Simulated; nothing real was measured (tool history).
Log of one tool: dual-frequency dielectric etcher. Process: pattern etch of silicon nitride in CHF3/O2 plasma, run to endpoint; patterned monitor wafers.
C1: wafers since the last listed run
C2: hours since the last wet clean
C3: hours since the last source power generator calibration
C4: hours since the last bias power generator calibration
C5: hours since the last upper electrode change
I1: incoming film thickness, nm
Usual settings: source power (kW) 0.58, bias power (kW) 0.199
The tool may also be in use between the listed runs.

Run 1, day 0: usual settings; C1 0; C2 266.3; C3 3072.8; C4 1450.2; C5 3453.2; I1 70.7. Result: endpoint time (s) 44.
Run 2, day 1.329: usual settings; C1 255; C2 298.2; C3 3104.7; C4 1482.1; C5 3485.1; I1 70.4. Result: endpoint time (s) 43.9.
Run 3, day 2.25: usual settings but bias power (kW) 0.183; C1 177; C2 320.3; C3 3126.8; C4 1504.2; C5 3507.2; I1 71.8. Result: endpoint time (s) 45.3.
Run 4, day 3.267: usual settings; C1 195; C2 344.7; C3 3151.2; C4 1528.6; C5 3531.6; I1 70.5. Result: endpoint time (s) 43.3.
Run 5, day 4.554: usual settings; C1 247; C2 375.6; C3 3182.1; C4 1559.5; C5 3562.5; I1 69.6. Result: endpoint time (s) 43.
At day 5.5: source power generator calibrated.
At day 6.104: wet clean of the chamber.
At day 6.183: upper electrode replaced.
Run 6, day 6.204: usual settings but source power (kW) 0.47; C1 154; C2 2.4; C3 16.9; C4 1599.1; C5 0.5; I1 70.6. Result: endpoint time (s) 52.1.
Run 7, day 6.788: usual settings but source power (kW) 0.47; C1 112; C2 16.4; C3 30.9; C4 1613.1; C5 14.5; I1 70.3. Result: endpoint time (s) 51.6.
Run 8, day 7.325: usual settings; C1 103; C2 29.3; C3 43.8; C4 1626; C5 27.4; I1 71. Result: endpoint time (s) 48.4.
Run 9, day 8.571: usual settings; C1 239; C2 59.2; C3 73.7; C4 1655.9; C5 57.3; I1 69.8. Result: endpoint time (s) 47.4.
Run 10, day 9.762: usual settings; C1 229; C2 87.8; C3 102.3; C4 1684.5; C5 85.9; I1 70.5. Result: endpoint time (s) 48.
Run 11, day 10.308: usual settings; C1 105; C2 100.9; C3 115.4; C4 1697.6; C5 99; I1 70.2. Result: endpoint time (s) 47.3.
Run 12, day 11.258: usual settings; C1 182; C2 123.7; C3 138.2; C4 1720.4; C5 121.8; I1 70.3. Result: endpoint time (s) 47.5.
Run 13, day 11.938: usual settings but source power (kW) 0.64, bias power (kW) 0.152; C1 130; C2 140; C3 154.5; C4 1736.7; C5 138.1; I1 70.5. Result: endpoint time (s) 49.9.
Run 14, day 12.454: usual settings but source power (kW) 0.49, bias power (kW) 0.163; C1 99; C2 152.4; C3 166.9; C4 1749.1; C5 150.5; I1 70.9. Result: endpoint time (s) 53.2.
Run 15, day 13.396: usual settings but source power (kW) 0.45; C1 181; C2 175; C3 189.5; C4 1771.7; C5 173.1; I1 70.5. Result: endpoint time (s) 50.9.
Run 16, day 13.908: usual settings; C1 98; C2 187.3; C3 201.8; C4 1784; C5 185.4; I1 70.5. Result: endpoint time (s) 47.2.
At day 15.292: wet clean of the chamber, repeated, since the last time left the tool worse.
Run 17, day 15.312: usual settings; C1 77; C2 0.5; C3 235.5; C4 1817.7; C5 219.1; I1 69.8. Result: endpoint time (s) 44.4.
Run 18, day 15.762: usual settings but source power (kW) 0.48, bias power (kW) 0.163; C1 86; C2 11.3; C3 246.3; C4 1828.5; C5 229.9; I1 70. Result: endpoint time (s) 50.5.
Run 19, day 16.808: usual settings; C1 201; C2 36.4; C3 271.4; C4 1853.6; C5 255; I1 70.7. Result: endpoint time (s) 45.7.
Run 20, day 17.575: usual settings but source power (kW) 0.52, bias power (kW) 0.163; C1 147; C2 54.8; C3 289.8; C4 1872; C5 273.4; I1 70.4. Result: endpoint time (s) 48.8.
Run 21, day 18.862: usual settings but source power (kW) 0.51, bias power (kW) 0.212; C1 247; C2 85.7; C3 320.7; C4 1902.9; C5 304.3; I1 69.3. Result: endpoint time (s) 44.9.
At day 21.458: bias power generator calibrated.
Run 22, day 23.204: usual settings but source power (kW) 0.62, bias power (kW) 0.182; C1 803; C2 189.9; C3 424.9; C4 41.9; C5 408.5; I1 70.7. Result: endpoint time (s) 44.4.
Run 23, day 24.117: usual settings but source power (kW) 0.66, bias power (kW) 0.225; C1 175; C2 211.8; C3 446.8; C4 63.8; C5 430.4; I1 70.6. Result: endpoint time (s) 41.
Run 24, day 25.054: usual settings but source power (kW) 0.44; C1 180; C2 234.3; C3 469.3; C4 86.3; C5 452.9; I1 69.8. Result: endpoint time (s) 48.
Run 25, day 26.1: usual settings; C1 201; C2 259.4; C3 494.4; C4 111.4; C5 478; I1 70.2. Result: endpoint time (s) 43.4.
Run 26, day 26.662: usual settings but source power (kW) 0.66, bias power (kW) 0.226; C1 108; C2 272.9; C3 507.9; C4 124.9; C5 491.5; I1 70.7. Result: endpoint time (s) 40.
Run 27, day 27.683: usual settings but bias power (kW) 0.168; C1 196; C2 297.4; C3 532.4; C4 149.4; C5 516; I1 70.5. Result: endpoint time (s) 45.7.
Run 28, day 29: usual settings but source power (kW) 0.51, bias power (kW) 0.177; C1 253; C2 329; C3 564; C4 181; C5 547.6; I1 70.2. Result: endpoint time (s) 46.9.
At day 30.238: wet clean of the chamber.
Run 29, day 30.258: usual settings; C1 49; C2 0.5; C3 594.2; C4 211.2; C5 577.8; I1 70. Result: endpoint time (s) 44.6.
Run 30, day 30.767: usual settings but source power (kW) 0.65, bias power (kW) 0.179; C1 97; C2 12.7; C3 606.4; C4 223.4; C5 590; I1 70.7. Result: endpoint time (s) 45.1.
Run 31, day 31.375: usual settings but source power (kW) 0.52, bias power (kW) 0.152; C1 117; C2 27.3; C3 621; C4 238; C5 604.6; I1 70.6. Result: endpoint time (s) 49.5.
Run 32, day 32.588: usual settings; C1 233; C2 56.4; C3 650.1; C4 267.1; C5 633.7; I1 70.6. Result: endpoint time (s) 43.9.
Run 33, day 33.233: usual settings but source power (kW) 0.54, bias power (kW) 0.216; C1 124; C2 71.9; C3 665.6; C4 282.6; C5 649.2; I1 69.8. Result: endpoint time (s) 44.1.

Forecast run 34:
Run 34, day 34.575: usual settings but source power (kW) 0.54, bias power (kW) 0.179; C1 258; C2 104.1; C3 697.8; C4 314.8; C5 681.4; I1 70.7. Result: endpoint time (s) ?.

Run 34 gave endpoint time (s) 47.2.
Without the tool's hidden state the same run would have given endpoint time (s) 47.6.
